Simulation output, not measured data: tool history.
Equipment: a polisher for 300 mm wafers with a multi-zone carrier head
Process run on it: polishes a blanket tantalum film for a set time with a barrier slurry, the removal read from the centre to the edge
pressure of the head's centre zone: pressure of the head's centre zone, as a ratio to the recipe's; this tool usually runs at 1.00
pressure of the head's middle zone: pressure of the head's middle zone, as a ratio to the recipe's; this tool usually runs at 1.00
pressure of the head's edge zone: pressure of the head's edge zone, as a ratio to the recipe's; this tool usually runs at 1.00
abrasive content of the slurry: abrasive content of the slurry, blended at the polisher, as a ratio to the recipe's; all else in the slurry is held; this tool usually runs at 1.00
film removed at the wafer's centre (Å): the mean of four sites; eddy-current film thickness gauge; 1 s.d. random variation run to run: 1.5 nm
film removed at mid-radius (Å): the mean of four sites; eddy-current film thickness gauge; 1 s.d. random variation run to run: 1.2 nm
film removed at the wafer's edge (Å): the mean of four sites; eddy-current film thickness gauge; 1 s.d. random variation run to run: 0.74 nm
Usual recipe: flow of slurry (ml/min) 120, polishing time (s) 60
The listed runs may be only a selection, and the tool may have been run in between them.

| run | hour | flow of slurry (ml/min) | pressure of the head's centre zone | pressure of the head's middle zone | pressure of the head's edge zone | abrasive content of the slurry | polishing time (s) | incoming thickness of the incoming film, nm | film removed at the wafer's centre (Å) | film removed at mid-radius (Å) | film removed at the wafer's edge (Å) |
|---|---|---|---|---|---|---|---|---|---|---|---|
| 1 | 0.0 | 120 | 1.00 | 1.00 | 0.92 | 1.00 | 60 | 275.0 | 1036 | 1127 | 1116 |
| 2 | 52.6 | 100 | 1.00 | 1.00 | 1.00 | 1.00 | 60 | 270.0 | 965 | 1087 | 1120 |
| 3 | 93.5 | 120 | 1.00 | 1.00 | 1.00 | 1.10 | 60 | 267.9 | 1021 | 1169 | 1191 |
|  | 98.8 | worn pad replaced by a new one |
| 4 | 152.1 | 120 | 1.00 | 1.00 | 1.00 | 1.10 | 60 | 269.5 | 1046 | 1177 | 1166 |
| 5 | 176.8 | 120 | 1.00 | 1.00 | 1.00 | 1.10 | 60 | 272.1 | 1011 | 1180 | 1177 |
| 6 | 214.3 | 120 | 1.00 | 1.00 | 1.00 | 1.00 | 60 | 269.3 | 996 | 1140 | 1152 |
| 7 | 281.2 | 120 | 1.00 | 1.00 | 1.00 | 1.00 | 60 | 273.9 | 1032 | 1142 | 1158 |
|  | 300.0 | worn pad replaced by a new one |
| 8 | 339.3 | 105 | 1.00 | 1.00 | 0.91 | 0.85 | 40 | 269.5 | 607 | 696 | 684 |
| 9 | 369.6 | 120 | 0.95 | 0.91 | 0.95 | 1.00 | 80 | 267.6 | 1276 | 1466 | 1499 |
|  | 409.1 | slurry nozzle cleaned |
|  | 433.9 | carrier head's membrane replaced by a new one, of another model than before |
| 10 | 434.4 | 120 | 1.00 | 1.00 | 1.04 | 1.25 | 60 | 275.5 | 1099 | 1196 | 1225 |
| 11 | 499.8 | 155 | 1.08 | 1.09 | 1.00 | 1.00 | 60 | 268.7 | 1180 | 1236 | 1197 |
|  | 506.0 | worn pad replaced by a new one |
| 12 | 563.4 | 120 | 1.00 | 1.00 | 1.00 | 1.00 | 60 | 267.9 | 1022 | 1133 | 1142 |
|  | 665.7 | centre zone pressure recalibrated |
|  | 705.8 | worn pad replaced by a new one |
|  | 723.9 | edge zone pressure recalibrated |
| 13 | 771.9 | 120 | 1.00 | 0.95 | 0.92 | 1.30 | 78 | 265.2 | 1570 | 1570 | 1583 |
|  | 916.2 | worn pad replaced by a new one |
| 14 | 937.0 | 120 | 1.00 | 1.00 | 1.00 | 1.00 | 60 | 271.0 | 1068 | 1146 | 1154 |

A few steps of film removed at the wafer's centre (Å) between consecutive runs. Split each: what settings, incoming material and random variation would produce without the hidden state, and what is left over for the hidden state, along with gauge scatter present in only one of the two compared results (measured, and without hidden state):
Hidden state present: removal rate lost through wear of the pad, %; slurry flow missing at the pad, %; deviation of the centre zone's pressure from its setpoint, %; deviation of the edge zone's pressure from its setpoint, %.
Run 8 -> 9: flow of slurry (ml/min) 105 -> 120, pressure of the head's centre zone 1.00 -> 0.95, pressure of the head's middle zone 1.00 -> 0.91, pressure of the head's edge zone 0.91 -> 0.95, abrasive content of the slurry 0.85 -> 1.00, polishing time (s) 40 -> 80. film removed at the wafer's centre (Å) +669: hidden state -105, all else +774.
